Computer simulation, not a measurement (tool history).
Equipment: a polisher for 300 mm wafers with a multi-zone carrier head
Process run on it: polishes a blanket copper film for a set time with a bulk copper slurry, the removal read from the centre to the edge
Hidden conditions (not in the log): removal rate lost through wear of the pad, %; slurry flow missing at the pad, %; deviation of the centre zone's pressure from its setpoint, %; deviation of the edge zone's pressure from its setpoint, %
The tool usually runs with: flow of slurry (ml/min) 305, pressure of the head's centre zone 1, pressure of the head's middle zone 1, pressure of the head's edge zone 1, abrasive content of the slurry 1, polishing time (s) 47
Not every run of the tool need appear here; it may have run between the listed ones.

run     day  flow of slurry (ml/min)  pressure of the head's centre zone  pressure of the head's middle zone  pressure of the head's edge zone  abrasive content of the slurry  polishing time (s)  wafers since the last listed run  wafers polished on this pad  hours since the slurry nozzle was cleaned  hours since the centre zone pressure was calibrated  hours since the edge zone pressure was calibrated  hours since the carrier head's membrane was replaced  incoming thickness of the incoming film, nm  film removed at the wafer's centre (angstrom)  film removed at mid-radius (angstrom)  film removed at the wafer's edge (angstrom)
  1       0                      305                                   1                                   1                                 1                               1                  47                                 0                         1148                                      329.7                                                448.8                                               92.5                                                1815.1                                       4643.8                                           3565                                   3475                                         3266
  2   0.958                      305                                   1                                   1                                 1                               1                  47                               223                         1371                                      352.7                                                471.8                                              115.5                                                1838.1                                       4597.2                                           3447                                   3398                                         3247
      1.783  -- worn pad replaced by a new one
  3   1.808                      305                                   1                                   1                                 1                               1                  47                               159                            5                                      373.1                                                492.2                                              135.9                                                1858.5                                       4503.9                                           3560                                   3448                                         3224
  4   4.221                      305                                   1                                   1                                 1                               1                  47                               561                          567                                        431                                                550.1                                              193.8                                                1916.4                                       4580.6                                           3550                                   3448                                         3295
  5    5.35                      240                                   1                                1.09                                 1                             1.3                  35                               262                          830                                      458.1                                                577.2                                              220.9                                                1943.5                                       4587.3                                           2785                                   2835                                         2519
      5.875  -- carrier head's membrane replaced by a new one
  6   6.358                      305                                   1                                0.94                              0.97                               1                  37                               186                         1016                                      482.3                                                601.4                                              245.1                                                  11.6                                       4613.7                                           2807                                   2522                                         2536
      6.475  -- centre zone pressure recalibrated
  7   6.996                      305                                   1                                   1                                 1                               1                  47                               128                         1145                                      497.6                                                 12.5                                              260.4                                                  26.9                                       4632.7                                           3177                                   3395                                         3219
  8   7.733                      305                                   1                                   1                                 1                               1                  47                               171                         1316                                      515.3                                                 30.2                                              278.1                                                  44.6                                       4575.5                                           3228                                   3398                                         3253
      9.088  -- worn pad replaced by a new one
  9   9.108                      305                                   1                                   1                                 1                            1.25                  47                               281                            4                                      548.3                                                 63.2                                              311.1                                                  77.6                                         4604                                           3401                                   3580                                         3334
 10   9.958                      305                                   1                                   1                                 1                               1                  47                               197                          202                                      568.7                                                 83.6                                              331.5                                                    98                                       4602.3                                           3344                                   3423                                         3212
 11  11.425                      305                                   1                                   1                                 1                               1                  57                               341                          544                                      603.9                                                118.8                                              366.7                                                 133.2                                       4612.5                                           3962                                   4066                                         3763
     12.158  -- slurry nozzle cleaned
 12  12.438                      395                                   1                                1.04                                 1                            0.75                  47                               225                          770                                        6.7                                                143.1                                                391                                                 157.5                                       4579.3                                           3207                                   3408                                         3171
 13  13.417                      305                                0.91                                   1                              1.11                            0.75                  38                               227                          997                                       30.2                                                166.6                                              414.5                                                   181                                       4550.1                                           2417                                   2614                                         2603
 14  13.929                      305                                   1                                 1.1                                 1                             1.2                  47                               119                         1117                                       42.5                                                178.9                                              426.8                                                 193.3                                       4506.1                                           3510                                   3890                                         3390
 15  15.075                      305                                   1                                   1                                 1                               1                  60                               266                         1383                                         70                                                206.4                                              454.3                                                 220.8                                       4574.8                                           4399                                   4431                                         4241
       16.7  -- worn pad replaced by a new one
 16  16.721                      305                                   1                                   1                                 1                               1                  35                               344                            5                                      109.5                                                245.9                                              493.8                                                 260.3                                       4595.1                                           2614                                   2611                                         2453
 17  17.575                      205                                   1                                   1                               0.9                               1                  47                               198                          204                                        130                                                266.4                                              514.3                                                 280.8                                         4568                                           3354                                   3335                                         3010
 18  18.117                      255                                   1                                   1                                 1                               1                  32                               126                          330                                        143                                                279.4                                              527.3                                                 293.8                                       4498.4                                           2324                                   2282                                         2181
 19  19.271                      355                                   1                                   1                                 1                               1                  47                               268                          598                                      170.7                                                307.1                                                555                                                 321.5                                       4562.4                                           3515                                   3504                                         3388
 20  20.183                      305                                0.92                                   1                               1.1                               1                  47                               212                          811                                      192.6                                                  329                                              576.9                                                 343.4                                         4578                                           3216                                   3436                                         3354

Branching from run 20: 5 alternative next runs. What would each branch give?
  A  20.2                      305                                   1                                   1                                 1                               1                  40                                 3                          814                                        193                                                329.4                                              577.3                                                 343.8                                       4632.2                                              ?                                      ?                                            ?
  B  20.2                      405                                   1                                   1                                 1                               1                  47                                 3                          814                                        193                                                329.4                                              577.3                                                 343.8                                       4632.2                                              ?                                      ?                                            ?
  C  20.2                      305                                   1                                   1                                 1                            1.15                  47                                 3                          814                                        193                                                329.4                                              577.3                                                 343.8                                       4632.2                                              ?                                      ?                                            ?
  D  20.2                      235                                   1                                   1                                 1                            0.75                  47                                 3                          814                                        193                                                329.4                                              577.3                                                 343.8                                       4632.2                                              ?                                      ?                                            ?
  E  20.2                      305                                   1                                   1                              1.08                             1.1                  47                                 3                          814                                        193                                                329.4                                              577.3                                                 343.8                                       4632.2                                              ?                                      ?                                            ?

run  film removed at the wafer's centre (angstrom)  film removed at mid-radius (angstrom)  film removed at the wafer's edge (angstrom)
  A                                           3018                                   3014                                         2756
  B                                           3632                                   3618                                         3292
  C                                           3660                                   3654                                         3341
  D                                           3241                                   3245                                         2984
  E                                           3623                                   3617                                         3418
Without the tool's unlogged condition, the same runs would have read:
run  film removed at the wafer's centre (angstrom)  film removed at mid-radius (angstrom)  film removed at the wafer's edge (angstrom)
  A                                           2863                                   3031                                         2767
  B                                           3442                                   3635                                         3303
  C                                           3472                                   3675                                         3355
  D                                           3080                                   3268                                         3000
  E                                           3437                                   3638                                         3432

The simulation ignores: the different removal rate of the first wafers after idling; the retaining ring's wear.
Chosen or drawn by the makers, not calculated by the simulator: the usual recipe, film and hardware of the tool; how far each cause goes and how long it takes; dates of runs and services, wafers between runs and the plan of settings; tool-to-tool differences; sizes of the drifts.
